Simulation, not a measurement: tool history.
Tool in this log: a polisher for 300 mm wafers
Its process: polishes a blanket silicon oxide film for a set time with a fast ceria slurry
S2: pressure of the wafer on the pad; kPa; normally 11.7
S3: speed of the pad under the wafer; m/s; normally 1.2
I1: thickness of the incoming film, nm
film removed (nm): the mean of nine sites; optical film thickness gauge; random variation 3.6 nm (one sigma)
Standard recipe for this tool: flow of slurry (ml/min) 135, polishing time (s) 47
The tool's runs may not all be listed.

Run 1, day 0: usual settings but S2 8.3 kPa; I1 3988.2. Result: film removed (nm) 309.9.
Run 2, day 0.571: usual settings but S2 8.3 kPa; I1 3954.2. Result: film removed (nm) 310.2.
Run 3, day 1.821: usual settings but S2 8.3 kPa; I1 3994.3. Result: film removed (nm) 312.9.
Run 4, day 3.15: usual settings; I1 3941.2. Result: film removed (nm) 442.7.
At day 3.608: worn pad replaced by a new one.
Run 5, day 4.638: usual settings; I1 3937.1. Result: film removed (nm) 434.6.
At day 5.171: slurry nozzle cleaned.
At day 5.546: head pressure recalibrated.
Run 6, day 5.762: usual settings; I1 4012.1. Result: film removed (nm) 411.7.
Run 7, day 7.008: usual settings; I1 3995. Result: film removed (nm) 405.7.
Run 8, day 7.825: usual settings; I1 3899.4. Result: film removed (nm) 407.7.
Run 9, day 8.95: usual settings but flow of slurry (ml/min) 100, S3 1.32 m/s, polishing time (s) 37; I1 3951.6. Result: film removed (nm) 322.3.
At day 10.062: worn pad replaced by a new one.
Run 10, day 10.15: usual settings but flow of slurry (ml/min) 115, S3 1.4 m/s; I1 3959.7. Result: film removed (nm) 454.4.
Run 11, day 11.354: usual settings but S2 15.2 kPa; I1 4012.3. Result: film removed (nm) 524.6.
Run 12, day 12.258: usual settings but S2 7.6 kPa, polishing time (s) 40; I1 3939. Result: film removed (nm) 222.9.
Run 13, day 13.325: usual settings; I1 3977.8. Result: film removed (nm) 403.9.

Run 14 has not been measured yet. What should we expect?
Run 14, day 14.696: usual settings but S2 9 kPa, polishing time (s) 37; I1 4008.8. Result: film removed (nm) ?.

Run 14 produced film removed (nm) 244.
Take away the tool's hidden state, keep the run-to-run variation as it was, and the same run would have given film removed (nm) 256.5.
